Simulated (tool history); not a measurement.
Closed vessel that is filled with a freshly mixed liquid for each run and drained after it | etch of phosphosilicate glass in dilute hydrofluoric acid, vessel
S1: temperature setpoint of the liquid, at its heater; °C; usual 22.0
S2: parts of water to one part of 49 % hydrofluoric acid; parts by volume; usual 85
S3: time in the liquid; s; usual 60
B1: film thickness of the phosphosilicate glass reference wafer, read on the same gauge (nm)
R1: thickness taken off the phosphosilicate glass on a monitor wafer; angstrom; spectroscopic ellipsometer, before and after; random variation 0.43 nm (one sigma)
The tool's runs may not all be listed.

Run 1, hour 0.0: usual settings but S2 105 parts by volume; B1 136.57. Result: R1 533.8 angstrom.
Run 2, hour 86.2: usual settings but S3 70 s; B1 136.36. Result: R1 788.6 angstrom.
Run 3, hour 170.9: usual settings; B1 136.23. Result: R1 677.0 angstrom.
Run 4, hour 228.2: usual settings; B1 136.14. Result: R1 671.2 angstrom.
Run 5, hour 318.2: usual settings; B1 135.99. Result: R1 677.9 angstrom.
At hour 366.5: thermometer replaced.
Run 6, hour 377.4: usual settings; B1 135.91. Result: R1 672.3 angstrom.
Run 7, hour 483.4: usual settings; B1 135.80. Result: R1 678.3 angstrom.
Run 8, hour 525.6: usual settings; B1 135.74. Result: R1 674.7 angstrom.
Run 9, hour 617.6: usual settings; B1 135.66. Result: R1 682.5 angstrom.
Run 10, hour 705.1: usual settings but S1 24.5 °C; B1 135.65. Result: R1 743.5 angstrom.
Run 11, hour 936.7: usual settings but S1 24.5 °C; B1 135.46. Result: R1 739.4 angstrom.
Run 12, hour 1115.7: usual settings but S2 55 parts by volume, S3 90 s; B1 135.41. Result: R1 1633.8 angstrom.
At hour 1132.6: thermometer replaced.
Run 13, hour 1211.3: usual settings; B1 135.34. Result: R1 666.5 angstrom.
At hour 1225.3: hydrofluoric acid flow meter replaced.
At hour 1275.5: gauge calibrated.
Run 14, hour 1300.5: usual settings but S2 75 parts by volume, S3 85 s; B1 139.46. Result: R1 1124.3 angstrom.
Run 15, hour 1370.4: usual settings but S1 20.5 °C, S2 60 parts by volume, S3 50 s; B1 138.92. Result: R1 774.8 angstrom.
Run 16, hour 1427.3: usual settings but S1 20.5 °C, S2 50 parts by volume, S3 40 s; B1 138.59. Result: R1 758.2 angstrom.
Run 17, hour 1465.6: usual settings; B1 138.24. Result: R1 685.3 angstrom.
Run 18, hour 1563.1: usual settings but S3 45 s; B1 137.72. Result: R1 507.2 angstrom.
Run 19, hour 1670.3: usual settings but S2 65 parts by volume, S3 45 s; B1 137.16. Result: R1 684.4 angstrom.
Run 20, hour 1735.8: usual settings but S1 19.5 °C, S2 75 parts by volume, S3 90 s; B1 136.89. Result: R1 1057.4 angstrom.
Run 21, hour 1810.1: usual settings; B1 136.57. Result: R1 670.6 angstrom.
Run 22, hour 1892.3: usual settings but S1 18.0 °C, S2 115 parts by volume, S3 40 s; B1 136.26. Result: R1 274.9 angstrom.
At hour 1978.7: thermometer replaced.
Run 23, hour 2006.0: usual settings but S2 65 parts by volume, S3 30 s; B1 135.94. Result: R1 450.5 angstrom.

What the log doesn't show, run by run:
liquid colder than its thermometer reads (K): 0 in every run
hydrofluoric acid flow below the setpoint (%): 0 in every run
H1: gauge reads high (%)
run      H1
  1   -2.46
  2   -2.59
  3    -2.7
  4   -2.76
  5   -2.86
  6   -2.91
  7      -3
  8   -3.03
  9   -3.09
 10   -3.14
 11   -3.25
 12   -3.31
 13   -3.34
 14  -0.374
 15  -0.762
 16   -1.05
 17   -1.23
 18   -1.64
 19   -2.03
 20   -2.24
 21   -2.46
 22   -2.67
 23   -2.92

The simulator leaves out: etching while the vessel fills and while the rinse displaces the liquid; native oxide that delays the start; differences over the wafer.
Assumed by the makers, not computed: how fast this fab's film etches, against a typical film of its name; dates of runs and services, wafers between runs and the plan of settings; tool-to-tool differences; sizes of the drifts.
